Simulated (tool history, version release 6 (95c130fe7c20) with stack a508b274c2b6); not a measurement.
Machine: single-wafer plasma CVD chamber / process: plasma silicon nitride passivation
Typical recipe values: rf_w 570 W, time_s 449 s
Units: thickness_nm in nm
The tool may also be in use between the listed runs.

run	day	rf_w	time_s	wafers since the last listed run	hours since the last RF generator calibration	hours since the showerhead was replaced	hours since the gauge calibration	read-back reference wafer on the same gauge, thickness_nm	thickness_nm
1	0.000	480	449	0	1060.0	2413.9	115.9	801.778	677.547
2	0.662	570	412	76	1075.9	2429.8	131.8	801.843	659.704
3	0.950	570	412	33	1082.8	2436.7	138.7	801.311	658.380
4	1.671	570	412	83	1100.1	2454.0	156.0	801.848	660.930
5	2.317	570	449	74	1115.6	2469.5	171.5	802.246	718.538
# day 2.804: gauge calibrated
6	2.825	570	449	58	1127.8	2481.7	0.5	801.657	716.692
7	3.288	570	384	53	1138.9	2492.8	11.6	802.153	613.848
8	3.683	570	534	45	1148.4	2502.3	21.1	801.567	853.051
# day 4.212: RF generator calibrated
9	4.233	625	397	25	0.5	2515.5	34.3	802.383	674.714
10	4.775	490	524	62	13.5	2528.5	47.3	801.713	815.260
11	5.117	605	495	39	21.7	2536.7	55.5	801.491	830.590
# day 5.688: showerhead replaced
12	5.708	635	508	29	35.9	0.5	69.7	801.962	864.390
13	5.946	520	449	27	41.6	6.2	75.4	802.463	713.928
14	7.421	625	397	170	77.0	41.6	110.8	802.661	672.135
15	7.962	660	520	62	90.0	54.6	123.8	802.125	895.700

What the log doesn't show, run by run:
gauge reads high (%): 0 on each run
H1: delivered RF power above the setpoint (%)
run	H1
1	-8.64
2	-8.66
3	-8.67
4	-8.69
5	-8.71
6	-8.72
7	-8.73
8	-8.74
9	-1.21
10	-1.5
11	-1.68
12	-1.99
13	-2.11
14	-2.81
15	-3.05
